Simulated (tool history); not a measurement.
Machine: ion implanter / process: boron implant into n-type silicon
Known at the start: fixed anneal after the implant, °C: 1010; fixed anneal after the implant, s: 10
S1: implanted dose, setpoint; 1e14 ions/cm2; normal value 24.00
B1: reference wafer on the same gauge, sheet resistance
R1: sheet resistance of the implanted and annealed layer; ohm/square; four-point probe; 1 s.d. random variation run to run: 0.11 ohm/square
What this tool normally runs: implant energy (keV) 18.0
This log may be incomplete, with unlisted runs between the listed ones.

Run 1, hour 0.0: usual settings; B1 79.61. Result: R1 77.42 ohm/square.
Run 2, hour 22.6: usual settings; B1 79.59. Result: R1 77.35 ohm/square.
Run 3, hour 39.4: usual settings; B1 79.60. Result: R1 77.41 ohm/square.
Run 4, hour 65.5: usual settings; B1 79.64. Result: R1 77.36 ohm/square.
Run 5, hour 97.1: usual settings; B1 79.59. Result: R1 77.48 ohm/square.
Run 6, hour 123.8: usual settings; B1 79.62. Result: R1 77.68 ohm/square.
Run 7, hour 155.5: usual settings; B1 79.61. Result: R1 77.53 ohm/square.
Run 8, hour 184.3: usual settings; B1 79.60. Result: R1 77.67 ohm/square.
Run 9, hour 200.2: usual settings; B1 79.58. Result: R1 77.61 ohm/square.
Run 10, hour 223.7: usual settings; B1 79.60. Result: R1 77.66 ohm/square.
Run 11, hour 241.8: usual settings; B1 79.59. Result: R1 77.66 ohm/square.
Run 12, hour 262.5: usual settings; B1 79.58. Result: R1 77.75 ohm/square.
Run 13, hour 289.1: usual settings; B1 79.62. Result: R1 77.67 ohm/square.
Run 14, hour 306.2: usual settings but S1 20.31 1e14 ions/cm2, implant energy (keV) 20.0; B1 79.63. Result: R1 80.79 ohm/square.
Run 15, hour 343.7: usual settings but S1 20.87 1e14 ions/cm2, implant energy (keV) 22.5; B1 79.58. Result: R1 77.34 ohm/square.
Run 16, hour 370.9: usual settings but S1 17.93 1e14 ions/cm2, implant energy (keV) 20.0; B1 79.59. Result: R1 86.72 ohm/square.
Run 17, hour 406.8: usual settings but S1 20.01 1e14 ions/cm2; B1 79.61. Result: R1 84.04 ohm/square.
Run 18, hour 440.9: usual settings but S1 20.95 1e14 ions/cm2, implant energy (keV) 14.0; B1 79.61. Result: R1 90.66 ohm/square.
At hour 449.7: Faraday cup replaced and dose calibrated.
Run 19, hour 473.3: usual settings but S1 17.99 1e14 ions/cm2, implant energy (keV) 13.0; B1 79.60. Result: R1 97.16 ohm/square.
Run 20, hour 489.9: usual settings but S1 20.18 1e14 ions/cm2, implant energy (keV) 21.0; B1 79.57. Result: R1 78.13 ohm/square.
Run 21, hour 511.5: usual settings; B1 79.64. Result: R1 76.22 ohm/square.
At hour 516.7: gauge calibrated.
Run 22, hour 523.8: usual settings but S1 20.28 1e14 ions/cm2, implant energy (keV) 15.0; B1 79.59. Result: R1 87.47 ohm/square.
Run 23, hour 547.5: usual settings but S1 28.78 1e14 ions/cm2; B1 79.62. Result: R1 72.25 ohm/square.
At hour 556.2: extraction supply calibrated.
Run 24, hour 561.6: usual settings; B1 79.57. Result: R1 76.23 ohm/square.
Run 25, hour 589.6: usual settings but S1 18.16 1e14 ions/cm2; B1 79.59. Result: R1 85.86 ohm/square.
Run 26, hour 606.1: usual settings; B1 79.58. Result: R1 76.33 ohm/square.
Run 27, hour 619.8: usual settings but S1 17.77 1e14 ions/cm2, implant energy (keV) 23.5; B1 79.61. Result: R1 81.58 ohm/square.
Run 28, hour 642.4: usual settings but S1 17.77 1e14 ions/cm2, implant energy (keV) 23.5; B1 79.58. Result: R1 81.61 ohm/square.
Run 29, hour 654.6: usual settings but implant energy (keV) 20.5; B1 79.56. Result: R1 72.53 ohm/square.
Run 30, hour 675.3: usual settings; B1 79.63. Result: R1 76.32 ohm/square.
Run 31, hour 696.8: usual settings but S1 21.73 1e14 ions/cm2, implant energy (keV) 22.0; B1 79.63. Result: R1 74.21 ohm/square.

Each row is a separate what-if for the run after 31, all from the same tool condition, not one after another. Results?
Run A, hour 697.2: usual settings but implant energy (keV) 24.0; B1 ?. Result: R1 ?.
Run B, hour 697.2: usual settings but S1 28.05 1e14 ions/cm2, implant energy (keV) 21.0; B1 ?. Result: R1 ?.
Run C, hour 697.2: usual settings but S1 18.69 1e14 ions/cm2, implant energy (keV) 16.0; B1 ?. Result: R1 ?.
Run D, hour 697.2: usual settings but S1 28.04 1e14 ions/cm2, implant energy (keV) 14.0; B1 ?. Result: R1 ?.
Run E, hour 697.2: usual settings but S1 17.40 1e14 ions/cm2, implant energy (keV) 16.0; B1 ?. Result: R1 ?.

run     B1     R1
  A  79.61  69.10
  B  79.61  68.03
  C  79.61  88.14
  D  79.61  82.73
  E  79.61  91.03
With the hidden condition removed and each run's random variation left untouched, the same runs would have given:
run     R1
  A  69.08
  B  68.02
  C  88.11
  D  82.72
  E  91.00
